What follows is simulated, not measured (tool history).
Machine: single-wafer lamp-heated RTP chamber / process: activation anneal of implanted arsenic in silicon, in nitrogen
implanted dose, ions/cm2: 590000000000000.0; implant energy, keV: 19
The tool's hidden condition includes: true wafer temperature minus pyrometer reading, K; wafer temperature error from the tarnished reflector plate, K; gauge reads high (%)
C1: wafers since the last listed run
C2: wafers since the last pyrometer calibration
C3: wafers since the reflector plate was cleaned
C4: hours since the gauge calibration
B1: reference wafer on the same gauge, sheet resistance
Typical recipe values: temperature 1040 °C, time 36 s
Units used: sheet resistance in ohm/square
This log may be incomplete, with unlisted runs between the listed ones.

run 1 hour=0.0 | temperature=1062 time=36 | C1=0 C2=2120 C3=6620 C4=598.9 | B1=143.68 | sheet_resistance=144.21
run 2 hour=25.3 | temperature=1062 time=36 | C1=262 C2=2382 C3=6882 C4=624.2 | B1=144.24 | sheet_resistance=144.41
run 3 hour=52.3 | temperature=1022 time=36 | C1=279 C2=2661 C3=7162 C4=651.2 | B1=144.03 | sheet_resistance=151.59
run 4 hour=115.4 | temperature=1022 time=36 | C1=653 C2=3315 C3=7816 C4=714.3 | B1=144.19 | sheet_resistance=151.21
run 5 hour=162.1 | temperature=1040 time=36 | C1=483 C2=3798 C3=8299 C4=761.0 | B1=143.92 | sheet_resistance=148.39
run 6 hour=224.9 | temperature=1040 time=36 | C1=650 C2=4449 C3=8950 C4=823.8 | B1=143.84 | sheet_resistance=148.12
-- hour=248.0 gauge calibrated
run 7 hour=256.2 | temperature=1040 time=36 | C1=324 C2=4773 C3=9274 C4=8.2 | B1=144.25 | sheet_resistance=147.21
-- hour=270.2 pyrometer window cleaned and pyrometer calibrated
run 8 hour=301.3 | temperature=1024 time=44 | C1=384 C2=321 C3=9658 C4=53.3 | B1=144.32 | sheet_resistance=150.30
run 9 hour=368.5 | temperature=1024 time=44 | C1=695 C2=1017 C3=10354 C4=120.5 | B1=143.81 | sheet_resistance=150.44
run 10 hour=420.1 | temperature=1040 time=36 | C1=534 C2=1551 C3=10888 C4=172.1 | B1=144.05 | sheet_resistance=148.44
run 11 hour=473.3 | temperature=1040 time=36 | C1=550 C2=2102 C3=11439 C4=225.3 | B1=143.92 | sheet_resistance=149.18
run 12 hour=513.0 | temperature=1062 time=36 | C1=411 C2=2513 C3=11850 C4=265.0 | B1=144.04 | sheet_resistance=144.01
run 13 hour=584.6 | temperature=1040 time=36 | C1=741 C2=3255 C3=12592 C4=336.6 | B1=144.06 | sheet_resistance=147.89
-- hour=690.9 pyrometer window cleaned and pyrometer calibrated
-- hour=732.1 reflector plate cleaned
run 14 hour=783.9 | temperature=1028 time=20 | C1=1898 C2=880 C3=536 C4=535.9 | B1=144.03 | sheet_resistance=155.17
run 15 hour=844.4 | temperature=1068 time=56 | C1=626 C2=1507 C3=1162 C4=596.4 | B1=143.96 | sheet_resistance=138.92
run 16 hour=909.4 | temperature=1016 time=17 | C1=673 C2=2180 C3=1835 C4=661.4 | B1=143.93 | sheet_resistance=158.36
-- hour=958.1 gauge calibrated
run 17 hour=959.6 | temperature=1031 time=46 | C1=519 C2=2700 C3=2355 C4=1.5 | B1=144.16 | sheet_resistance=147.72
run 18 hour=1078.5 | temperature=1068 time=30 | C1=1231 C2=3931 C3=3586 C4=120.4 | B1=143.88 | sheet_resistance=144.11
run 19 hour=1117.7 | temperature=1065 time=50 | C1=405 C2=4337 C3=3992 C4=159.6 | B1=144.10 | sheet_resistance=139.67
run 20 hour=1177.0 | temperature=1040 time=36 | C1=614 C2=4951 C3=4606 C4=218.9 | B1=144.17 | sheet_resistance=147.70
-- hour=1215.3 pyrometer window cleaned and pyrometer calibrated
run 21 hour=1215.8 | temperature=1050 time=26 | C1=318 C2=4 C3=4925 C4=257.7 | B1=143.95 | sheet_resistance=150.25
run 22 hour=1245.9 | temperature=1040 time=36 | C1=311 C2=316 C3=5237 C4=287.8 | B1=144.14 | sheet_resistance=149.81

For each run, the measured value with the value that run would have given without the tool's hidden condition subtracted. The run-to-run variation is shared by both, the gauge scatter possibly not:
run=1 sheet_resistance=-1.91
run=2 sheet_resistance=-2.01
run=3 sheet_resistance=-2.02
run=4 sheet_resistance=-2.17
run=5 sheet_resistance=-2.34
run=6 sheet_resistance=-2.42
run=7 sheet_resistance=-2.43
run=8 sheet_resistance=-0.43
run=9 sheet_resistance=-1.10
run=10 sheet_resistance=-1.46
run=11 sheet_resistance=-1.74
run=12 sheet_resistance=-1.87
run=13 sheet_resistance=-2.07
run=14 sheet_resistance=-1.11
run=15 sheet_resistance=-1.74
run=16 sheet_resistance=-1.58
run=17 sheet_resistance=-2.23
run=18 sheet_resistance=-2.39
run=19 sheet_resistance=-2.50
run=20 sheet_resistance=-2.52
run=21 sheet_resistance=-0.16
run=22 sheet_resistance=-0.57

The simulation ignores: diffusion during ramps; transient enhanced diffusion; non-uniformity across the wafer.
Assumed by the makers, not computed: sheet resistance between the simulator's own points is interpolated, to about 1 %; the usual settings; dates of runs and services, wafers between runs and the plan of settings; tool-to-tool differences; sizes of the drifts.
